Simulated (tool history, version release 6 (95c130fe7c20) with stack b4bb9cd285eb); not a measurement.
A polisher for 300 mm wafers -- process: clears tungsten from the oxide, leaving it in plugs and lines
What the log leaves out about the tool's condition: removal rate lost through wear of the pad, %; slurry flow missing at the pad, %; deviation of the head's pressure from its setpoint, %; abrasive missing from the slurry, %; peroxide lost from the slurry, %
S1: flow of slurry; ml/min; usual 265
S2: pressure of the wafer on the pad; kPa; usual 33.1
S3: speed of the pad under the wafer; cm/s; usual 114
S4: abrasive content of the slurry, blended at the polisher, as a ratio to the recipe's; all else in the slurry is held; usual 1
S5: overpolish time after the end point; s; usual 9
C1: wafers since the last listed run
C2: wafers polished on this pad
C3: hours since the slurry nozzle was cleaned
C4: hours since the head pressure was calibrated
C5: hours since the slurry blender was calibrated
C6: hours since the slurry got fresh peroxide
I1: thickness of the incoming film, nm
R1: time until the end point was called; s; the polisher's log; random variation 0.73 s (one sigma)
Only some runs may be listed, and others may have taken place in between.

Run 1, hour 0: usual settings; C1 0; C2 178; C3 250.4; C4 268.2; C5 310; C6 87.7; I1 624.8. Result: R1 76.4 s.
Run 2, hour 10.3: usual settings; C1 83; C2 262; C3 260.7; C4 278.5; C5 320.3; C6 98; I1 629.9. Result: R1 76.8 s.
Run 3, hour 19.3: usual settings; C1 73; C2 335; C3 269.7; C4 287.5; C5 329.3; C6 107; I1 627.8. Result: R1 76 s.
At hour 23: slurry nozzle cleaned.
At hour 32.2: slurry tank refilled with fresh slurry and peroxide.
Run 4, hour 32.7: usual settings; C1 92; C2 428; C3 9.7; C4 300.9; C5 342.7; C6 0.5; I1 616.6. Result: R1 71 s.
Run 5, hour 39.1: usual settings; C1 52; C2 480; C3 16.1; C4 307.3; C5 349.1; C6 6.9; I1 624.9. Result: R1 73 s.
Run 6, hour 55: usual settings; C1 129; C2 610; C3 32; C4 323.2; C5 365; C6 22.8; I1 624.9. Result: R1 73 s.
Run 7, hour 67.2: usual settings; C1 99; C2 709; C3 44.2; C4 335.4; C5 377.2; C6 35; I1 618.1. Result: R1 71.9 s.
Run 8, hour 81.7: usual settings but S3 94 cm/s, S4 0.85, S5 5 s; C1 118; C2 828; C3 58.7; C4 349.9; C5 391.7; C6 49.5; I1 622.6. Result: R1 91 s.
Run 9, hour 87.9: usual settings; C1 50; C2 878; C3 64.9; C4 356.1; C5 397.9; C6 55.7; I1 631.1. Result: R1 72.8 s.
Run 10, hour 96.2: usual settings but S2 22.1 kPa, S4 0.8; C1 67; C2 946; C3 73.2; C4 364.4; C5 406.2; C6 64; I1 624.3. Result: R1 116.7 s.
At hour 101.7: worn pad replaced by a new one.
Run 11, hour 102.9: usual settings; C1 22; C2 10; C3 79.9; C4 371.1; C5 412.9; C6 70.7; I1 623.3. Result: R1 71.8 s.
At hour 106.8: slurry blender recalibrated.
At hour 112.3: head pressure recalibrated.
Run 12, hour 118.1: usual settings but S4 0.85; C1 91; C2 101; C3 95.1; C4 5.8; C5 11.3; C6 85.9; I1 617.9. Result: R1 75.2 s.
Run 13, hour 132.2: usual settings but S1 175 ml/min; C1 114; C2 216; C3 109.2; C4 19.9; C5 25.4; C6 100; I1 612.5. Result: R1 74.5 s.
At hour 137.3: slurry tank refilled with fresh slurry and peroxide.
Run 14, hour 143.6: usual settings but S1 340 ml/min, S3 140 cm/s, S4 0.7, S5 11 s; C1 84; C2 301; C3 120.6; C4 31.3; C5 36.8; C6 6.3; I1 609.2. Result: R1 64.4 s.
Run 15, hour 158.8: usual settings but S1 340 ml/min, S3 130 cm/s; C1 123; C2 425; C3 135.8; C4 46.5; C5 52; C6 21.5; I1 624.8. Result: R1 64.5 s.
Run 16, hour 170.6: usual settings but S1 300 ml/min; C1 96; C2 521; C3 147.6; C4 58.3; C5 63.8; C6 33.3; I1 622.9. Result: R1 73.5 s.
Run 17, hour 188.5: usual settings but S1 310 ml/min, S3 140 cm/s, S5 12 s; C1 145; C2 667; C3 165.5; C4 76.2; C5 81.7; C6 51.2; I1 609.3. Result: R1 59.1 s.
Run 18, hour 205: usual settings; C1 134; C2 801; C3 182; C4 92.7; C5 98.2; C6 67.7; I1 618.4. Result: R1 73.8 s.
At hour 217.3: worn pad replaced by a new one.
Run 19, hour 217.8: usual settings but S3 88 cm/s; C1 71; C2 3; C3 194.8; C4 105.5; C5 111; C6 80.5; I1 614.7. Result: R1 89 s.
Run 20, hour 224.6: usual settings; C1 55; C2 59; C3 201.6; C4 112.3; C5 117.8; C6 87.3; I1 615.2. Result: R1 72 s.
At hour 241.2: slurry tank refilled with fresh slurry and peroxide.
Run 21, hour 242: usual settings but S1 305 ml/min, S3 152 cm/s, S4 1.25, S5 13 s; C1 133; C2 192; C3 219; C4 129.7; C5 135.2; C6 0.8; I1 614.6. Result: R1 53.1 s.
Run 22, hour 256.5: usual settings but S1 240 ml/min, S5 14 s; C1 118; C2 311; C3 233.5; C4 144.2; C5 149.7; C6 15.3; I1 617.7. Result: R1 73.9 s.
Run 23, hour 268.5: usual settings but S1 340 ml/min, S4 0.9, S5 11 s; C1 97; C2 409; C3 245.5; C4 156.2; C5 161.7; C6 27.3; I1 621.6. Result: R1 73.4 s.
Run 24, hour 275.8: usual settings but S4 0.85; C1 59; C2 468; C3 252.8; C4 163.5; C5 169; C6 34.6; I1 614. Result: R1 75.8 s.
Run 25, hour 285.6: usual settings; C1 79; C2 548; C3 262.6; C4 173.3; C5 178.8; C6 44.4; I1 607.8. Result: R1 73.7 s.
At hour 294.6: slurry nozzle cleaned.
Run 26, hour 318.8: usual settings but S1 325 ml/min; C1 262; C2 811; C3 24.2; C4 206.5; C5 212; C6 77.6; I1 621.5. Result: R1 70.3 s.
At hour 345.7: worn pad replaced by a new one.
At hour 357.1: slurry tank refilled with fresh slurry and peroxide.
Run 27, hour 362: usual settings but S1 295 ml/min, S2 23.4 kPa, S4 0.9, S5 6 s; C1 311; C2 124; C3 67.4; C4 249.7; C5 255.2; C6 4.9; I1 629.1. Result: R1 104.1 s.

What if the next run were any one of these 3? Each begins from the tool's condition after run 27:
Run A, hour 362.4: usual settings but S5 12 s; C1 3; C2 128; C3 67.8; C4 250.1; C5 255.6; C6 5.3; I1 609.7. Result: R1 ?.
Run B, hour 362.4: usual settings but S3 92 cm/s, S4 1.15; C1 3; C2 128; C3 67.8; C4 250.1; C5 255.6; C6 5.3; I1 609.7. Result: R1 ?.
Run C, hour 362.4: usual settings but S1 355 ml/min, S2 25.5 kPa, S4 1.25, S5 13 s; C1 3; C2 128; C3 67.8; C4 250.1; C5 255.6; C6 5.3; I1 609.7. Result: R1 ?.

run    R1
  A  72.1
  B    83
  C  86.1
Without the tool's unlogged condition, the same runs would have read:
run    R1
  A  70.3
  B  80.9
  C  84.3

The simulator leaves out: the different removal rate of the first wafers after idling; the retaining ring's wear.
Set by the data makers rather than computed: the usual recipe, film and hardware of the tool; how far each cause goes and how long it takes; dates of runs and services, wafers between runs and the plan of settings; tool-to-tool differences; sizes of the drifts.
